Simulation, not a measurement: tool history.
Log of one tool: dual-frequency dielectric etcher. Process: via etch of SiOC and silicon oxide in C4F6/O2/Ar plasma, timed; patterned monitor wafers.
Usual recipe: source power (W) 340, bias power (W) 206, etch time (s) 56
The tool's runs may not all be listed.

| run | hour | source power (W) | bias power (W) | etch time (s) | wafers since the last listed run | hours since the last wet clean | hours since the last source power generator calibration | hours since the last bias power generator calibration | hours since the last upper electrode change | hours since the gauge calibration | read-back reference wafer on the same gauge, depth_nm | mean etch depth across the wafer (nm) |
|---|---|---|---|---|---|---|---|---|---|---|---|---|
| 1 | 0 | 340 | 206 | 56 | 0 | 137.5 | 822.7 | 1197.2 | 1754.9 | 370.9 | 68.3 | 59.9 |
| 2 | 24.4 | 340 | 206 | 56 | 306 | 161.9 | 847.1 | 1221.6 | 1779.3 | 395.3 | 68.3 | 60 |
| 3 | 94.4 | 340 | 206 | 56 | 880 | 231.9 | 917.1 | 1291.6 | 1849.3 | 465.3 | 68.3 | 60.5 |
| 4 | 128.3 | 340 | 206 | 56 | 426 | 265.8 | 951 | 1325.5 | 1883.2 | 499.2 | 68.3 | 60.7 |
| 5 | 182.9 | 340 | 206 | 56 | 686 | 320.4 | 1005.6 | 1380.1 | 1937.8 | 553.8 | 68.3 | 60.7 |
|  | 297.7 | wet clean of the chamber |
| 6 | 398.4 | 340 | 206 | 56 | 2408 | 100.7 | 1221.1 | 1595.6 | 2153.3 | 769.3 | 68.3 | 56.7 |
| 7 | 441.3 | 290 | 206 | 56 | 539 | 143.6 | 1264 | 1638.5 | 2196.2 | 812.2 | 68.3 | 51.6 |
|  | 467.6 | wet clean of the chamber, repeated, since the last time left the tool worse |
|  | 469.5 | gauge calibrated |
|  | 471.9 | upper electrode replaced |
| 8 | 472.4 | 270 | 206 | 56 | 35 | 4.8 | 1295.1 | 1669.6 | 0.5 | 2.9 | 68.3 | 51.7 |
| 9 | 512.6 | 340 | 223 | 56 | 505 | 45 | 1335.3 | 1709.8 | 40.7 | 43.1 | 68.3 | 60.9 |
|  | 555 | bias power generator calibrated |
| 10 | 572.1 | 340 | 237 | 56 | 698 | 104.5 | 1394.8 | 17.1 | 100.2 | 102.6 | 68.3 | 62.3 |
| 11 | 624.8 | 340 | 206 | 56 | 662 | 157.2 | 1447.5 | 69.8 | 152.9 | 155.3 | 68.3 | 60.2 |
|  | 632.2 | source power generator calibrated |
| 12 | 683.7 | 320 | 223 | 48.5 | 690 | 216.1 | 51.5 | 128.7 | 211.8 | 214.2 | 68.3 | 51.4 |
| 13 | 835.6 | 410 | 228 | 42.5 | 1910 | 368 | 203.4 | 280.6 | 363.7 | 366.1 | 68.3 | 52.4 |
|  | 915.5 | wet clean of the chamber |
| 14 | 916 | 340 | 206 | 56 | 709 | 0.5 | 283.8 | 361 | 444.1 | 446.5 | 68.3 | 59 |

Same runs, no hidden state in the tool, same run-to-run variation:
What the log doesn't record here: etch rate over this chamber's usual, %; source power that arrives over what is set, %; bias power that arrives over what is set, %; gauge reads high (%).
| run | mean etch depth across the wafer (nm) |
|---|---|
| 1 | 59.3 |
| 2 | 59.3 |
| 3 | 59.6 |
| 4 | 59.7 |
| 5 | 59.5 |
| 6 | 59.3 |
| 7 | 53.9 |
| 8 | 51.8 |
| 9 | 60.8 |
| 10 | 62 |
| 11 | 59.7 |
| 12 | 50.8 |
| 13 | 51.4 |
| 14 | 59.2 |
